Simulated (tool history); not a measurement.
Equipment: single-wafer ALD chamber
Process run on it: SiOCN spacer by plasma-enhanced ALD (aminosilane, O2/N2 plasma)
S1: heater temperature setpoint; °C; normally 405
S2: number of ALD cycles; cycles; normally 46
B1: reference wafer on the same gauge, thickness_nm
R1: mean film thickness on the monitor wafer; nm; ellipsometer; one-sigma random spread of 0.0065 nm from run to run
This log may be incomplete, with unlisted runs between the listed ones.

run,hour,S1,S2,B1,R1
1,0,405,46,2.341,2.9
2,28.8,405,46,2.341,2.896
3,43.3,405,46,2.341,2.889
4,55.5,405,46,2.343,2.89
5,71.4,405,46,2.344,2.907
6,98.7,405,46,2.345,2.901
7,142.5,414,46,2.344,2.81
8,155,414,46,2.346,2.797
9,172.2,405,46,2.346,2.905
10,192.4,405,46,2.346,2.906
11,207.5,405,46,2.348,2.91
12,225.6,413,50,2.348,3.065
13,256.6,413,50,2.35,3.055
14,284.1,405,46,2.352,2.903
15,318,405,46,2.351,2.909
16,343.5,405,46,2.351,2.907
17,369.1,405,46,2.352,2.908
18,384.2,405,46,2.351,2.918
19,405.6,405,46,2.356,2.918
20,434.8,394,38,2.355,2.448
21,448.8,405,46,2.357,2.921
# hour 466.1: thermocouple changed; heater temperature recalibrated
22,472.4,395,46,2.357,2.952
23,504.9,392,40,2.357,2.574
24,535.7,405,46,2.358,2.925
25,555.3,419,52,2.36,3.147
# hour 555.3: gauge calibrated
26,585.9,399,46,2.33,2.927
27,611.8,405,46,2.33,2.88
28,638.2,405,54,2.33,3.397
29,657.9,405,46,2.332,2.885
30,676,405,55,2.331,3.448
31,692.7,405,53,2.333,3.332
32,708.9,395,51,2.331,3.245
33,726,405,46,2.334,2.891
34,750.8,405,51,2.335,3.198
35,767.3,409,37,2.334,2.283
36,800,392,37,2.336,2.366
37,816,405,46,2.336,2.889

Measured result minus the same run's result without the hidden state. Both carry the same run-to-run variation, though not necessarily the same gauge scatter:
The tool's hidden condition here consists of: wafer temperature above the value expected at the setpoint (K); gauge reads high (%).
run,R1
1,+0.013
2,+0.015
3,+0.015
4,+0.016
5,+0.017
6,+0.018
7,+0.019
8,+0.019
9,+0.02
10,+0.022
11,+0.022
12,+0.024
13,+0.025
14,+0.025
15,+0.026
16,+0.027
17,+0.028
18,+0.029
19,+0.03
20,+0.026
21,+0.032
22,+0.032
23,+0.03
24,+0.035
25,+0.038
26,+0
27,+0.001
28,+0.002
29,+0.002
30,+0.004
31,+0.004
32,+0.005
33,+0.005
34,+0.007
35,+0.006
36,+0.007
37,+0.009

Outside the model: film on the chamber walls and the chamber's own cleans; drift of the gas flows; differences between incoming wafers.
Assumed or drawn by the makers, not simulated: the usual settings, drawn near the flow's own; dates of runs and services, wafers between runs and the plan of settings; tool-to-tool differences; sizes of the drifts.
